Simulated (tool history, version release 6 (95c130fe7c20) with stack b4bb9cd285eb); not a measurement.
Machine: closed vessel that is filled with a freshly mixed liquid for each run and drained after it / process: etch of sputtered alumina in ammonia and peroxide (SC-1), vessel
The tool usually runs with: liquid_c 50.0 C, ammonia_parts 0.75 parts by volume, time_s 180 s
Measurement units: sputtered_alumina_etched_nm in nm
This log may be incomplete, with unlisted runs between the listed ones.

run,day,liquid_c,ammonia_parts,time_s,"read-back film thickness of the sputtered alumina reference wafer, read on the same gauge (nm)",sputtered_alumina_etched_nm
1,0.000,50.0,0.75,180,30.00,8.91
2,1.617,50.0,0.75,180,30.00,8.98
3,4.025,50.0,0.75,180,29.99,9.01
4,6.962,50.0,0.75,180,29.99,9.08
5,8.583,50.0,0.75,180,29.99,9.11
# day 10.829: thermometer replaced
6,11.271,50.0,0.75,180,30.00,8.61
7,12.433,50.0,0.75,180,30.01,8.63
8,14.796,50.0,0.75,220,30.02,10.66
9,16.833,50.0,0.75,220,30.02,10.64
10,18.267,50.0,0.75,220,30.00,10.81
# day 19.892: new drum of ammonia solution connected
11,20.133,50.0,0.75,180,30.00,8.89
12,21.683,50.0,0.75,180,29.99,8.90
13,23.054,50.0,0.55,180,29.98,8.70
14,24.358,47.0,0.75,180,30.02,7.55
# day 25.117: ammonia flow meter replaced
15,26.917,42.0,0.75,180,30.00,5.74
16,29.879,50.0,0.75,180,30.00,9.05
17,31.579,50.0,1.00,180,30.00,9.34
18,33.967,50.0,0.75,180,30.00,9.15
19,36.658,50.0,0.75,180,29.99,9.28
# day 37.338: thermometer replaced
20,38.500,50.0,1.15,100,30.00,5.04
# day 40.208: gauge calibrated
21,40.846,50.0,1.05,180,30.01,8.95
22,42.588,54.0,0.45,110,30.00,6.38
23,49.708,50.0,0.75,180,29.98,9.08
24,51.900,50.0,0.75,180,30.01,9.14

Here are 4 independent what-if runs from the current tool condition. What would each one return?
A,51.929,50.0,0.75,80,?,?
B,51.929,44.0,1.00,125,?,?
C,51.929,47.5,0.75,180,?,?
D,51.929,53.0,0.75,135,?,?

run,"read-back film thickness of the sputtered alumina reference wafer, read on the same gauge (nm)",sputtered_alumina_etched_nm
A,29.99,3.99
B,29.99,4.59
C,29.99,7.83
D,29.99,7.92
With no hidden state in the tool, these same runs would have given:
run,sputtered_alumina_etched_nm
A,3.80
B,4.36
C,7.45
D,7.56
